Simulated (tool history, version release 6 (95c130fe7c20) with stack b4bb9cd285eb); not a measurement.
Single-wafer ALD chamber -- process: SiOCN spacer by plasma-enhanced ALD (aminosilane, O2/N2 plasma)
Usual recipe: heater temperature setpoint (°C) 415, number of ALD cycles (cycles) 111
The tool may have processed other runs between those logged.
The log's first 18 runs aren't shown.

run,day,heater temperature setpoint (°C),number of ALD cycles (cycles),"read-back reference wafer on the same gauge, thickness_nm",mean film thickness on the monitor wafer (angstrom)
19,11.942,415,111,5.251,61.77
20,12.512,415,111,5.249,61.67
21,13.167,430,103,5.249,53.99
# day 14.288: gauge calibrated
22,14.783,415,111,5.254,61.66
23,15.496,415,111,5.249,61.39
# day 16.775: thermocouple changed; heater temperature recalibrated
24,16.796,423,126,5.250,66.91
25,17.679,425,123,5.251,64.71
26,18.221,408,99,5.253,55.69
27,18.821,410,118,5.252,65.53
28,19.342,415,111,5.248,60.61
29,19.617,426,104,5.250,54.75
30,20.071,415,111,5.250,60.32
31,20.783,402,118,5.251,67.44
32,21.475,415,111,5.250,60.69
33,21.750,415,111,5.252,60.53
34,22.300,415,91,5.249,49.76
35,22.712,430,96,5.248,49.66
36,23.092,415,111,5.250,60.79
37,23.438,415,111,5.249,60.88
38,24.088,425,127,5.250,66.88
39,24.392,415,131,5.250,71.84
40,24.888,429,92,5.251,47.87
41,25.200,415,111,5.249,60.66

Below are 3 alternative next runs, each starting from the tool's condition after run 41. Predict each:
A,25.225,415,102,?,?
B,25.225,401,98,?,?
C,25.225,415,121,?,?

run,"read-back reference wafer on the same gauge, thickness_nm",mean film thickness on the monitor wafer (angstrom)
A,5.252,55.76
B,5.252,56.07
C,5.252,66.14
Without the tool's hidden state the same runs would have given:
run,mean film thickness on the monitor wafer (angstrom)
A,55.73
B,56.07
C,66.11
